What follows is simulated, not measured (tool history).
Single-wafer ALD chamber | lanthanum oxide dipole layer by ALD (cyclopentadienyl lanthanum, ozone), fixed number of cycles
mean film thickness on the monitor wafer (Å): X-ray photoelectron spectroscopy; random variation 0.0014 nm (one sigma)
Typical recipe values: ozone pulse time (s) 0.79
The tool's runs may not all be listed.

run	hour	ozone pulse time (s)	wafers since the last listed run	hours since the last thermocouple change	hours since the last ozone generator service	hours since the showerhead was replaced	hours since the gauge calibration	read-back reference wafer on the same gauge, thickness_nm	mean film thickness on the monitor wafer (Å)
1	0	0.79	0	1054.5	742.4	4013.6	253.1	0.434	4.5
2	56	0.62	1317	1110.5	798.4	4069.6	309.1	0.434	4.07
3	114.4	0.55	1374	1168.9	856.8	4128	367.5	0.435	3.82
4	153.5	0.55	920	1208	895.9	4167.1	406.6	0.436	3.85
5	215.1	0.55	1449	1269.6	957.5	4228.7	468.2	0.437	3.81
6	250.4	0.65	830	1304.9	992.8	4264	503.5	0.438	4.17
7	292	0.65	978	1346.5	1034.4	4305.6	545.1	0.438	4.16
8	332	0.93	941	1386.5	1074.4	4345.6	585.1	0.439	4.86
9	358.3	0.93	618	1412.8	1100.7	4371.9	611.4	0.439	4.88
10	415.2	0.79	1338	1469.7	1157.6	4428.8	668.3	0.439	4.59
# hour 532.5: ozone generator serviced
11	564.3	0.79	3320	1618.8	31.8	4577.9	817.4	0.44	4.57
12	619.7	0.79	1303	1674.2	87.2	4633.3	872.8	0.441	4.58
13	651.1	1.02	738	1705.6	118.6	4664.7	904.2	0.44	5.02
# hour 681.3: showerhead replaced
14	685.8	1.02	628	1740.3	153.3	4.5	938.9	0.441	5.06
15	753.9	0.98	1602	1808.4	221.4	72.6	1007	0.441	4.97
16	885.6	0.79	3099	1940.1	353.1	204.3	1138.7	0.442	4.58
17	930.4	0.79	1054	1984.9	397.9	249.1	1183.5	0.441	4.61
18	1002.4	0.67	1694	2056.9	469.9	321.1	1255.5	0.442	4.25
19	1116.3	0.69	2680	2170.8	583.8	435	1369.4	0.442	4.36
20	1165.3	0.6	1153	2219.8	632.8	484	1418.4	0.442	4.1
21	1199.9	0.79	814	2254.4	667.4	518.6	1453	0.443	4.6
22	1224	0.79	567	2278.5	691.5	542.7	1477.1	0.443	4.61
23	1280	1	1317	2334.5	747.5	598.7	1533.1	0.442	5.01
# hour 1288.8: gauge calibrated
# hour 1300.1: thermocouple changed; heater temperature recalibrated
24	1348.6	0.94	1425	48.5	816.1	667.3	59.8	0.426	4.76
25	1375.7	1.06	637	75.6	843.2	694.4	86.9	0.428	4.95
26	1406.3	0.7	720	106.2	873.8	725	117.5	0.429	4.23
27	1438.9	1.01	767	138.8	906.4	757.6	150.1	0.429	4.9
28	1475.8	0.64	868	175.7	943.3	794.5	187	0.43	4.08
29	1522.3	0.55	1094	222.2	989.8	841	233.5	0.431	3.78
30	1585.7	0.9	1491	285.6	1053.2	904.4	296.9	0.432	4.75
31	1639.6	1.03	1268	339.5	1107.1	958.3	350.8	0.433	4.98
32	1704.1	0.59	1517	404	1171.6	1022.8	415.3	0.434	3.95
33	1751.6	0.58	1117	451.5	1219.1	1070.3	462.8	0.434	3.93

For some of the steps in mean film thickness on the monitor wafer (Å) from one run to the next: how much would appear even if the tool had no hidden state, given the settings, what came in and random variation, and how much remains for the hidden state plus any gauge scatter that the measured result and the result without hidden state don't share?
Hidden state present: wafer temperature above the value expected at the setpoint (K); ozone dose above that of a generator just serviced (%); gauge reads high (%).
Run 7 -> 8: ozone pulse time (s) 0.65 -> 0.93. mean film thickness on the monitor wafer (Å) +0.7: hidden state +0.03, all else +0.67.
Run 12 -> 13: ozone pulse time (s) 0.79 -> 1.02. mean film thickness on the monitor wafer (Å) +0.44: hidden state +0.02, all else +0.42.
Run 23 -> 24: ozone pulse time (s) 1 -> 0.94, gauge calibrated, thermocouple changed; heater temperature recalibrated. mean film thickness on the monitor wafer (Å) -0.25: hidden state -0.18, all else -0.07.
Run 27 -> 28: ozone pulse time (s) 1.01 -> 0.64. mean film thickness on the monitor wafer (Å) -0.82: hidden state +0, all else -0.82.
Run 29 -> 30: ozone pulse time (s) 0.55 -> 0.9. mean film thickness on the monitor wafer (Å) +0.97: hidden state +0.02, all else +0.95.
Run 31 -> 32: ozone pulse time (s) 1.03 -> 0.59. mean film thickness on the monitor wafer (Å) -1.03: hidden state -0.02, all else -1.01.
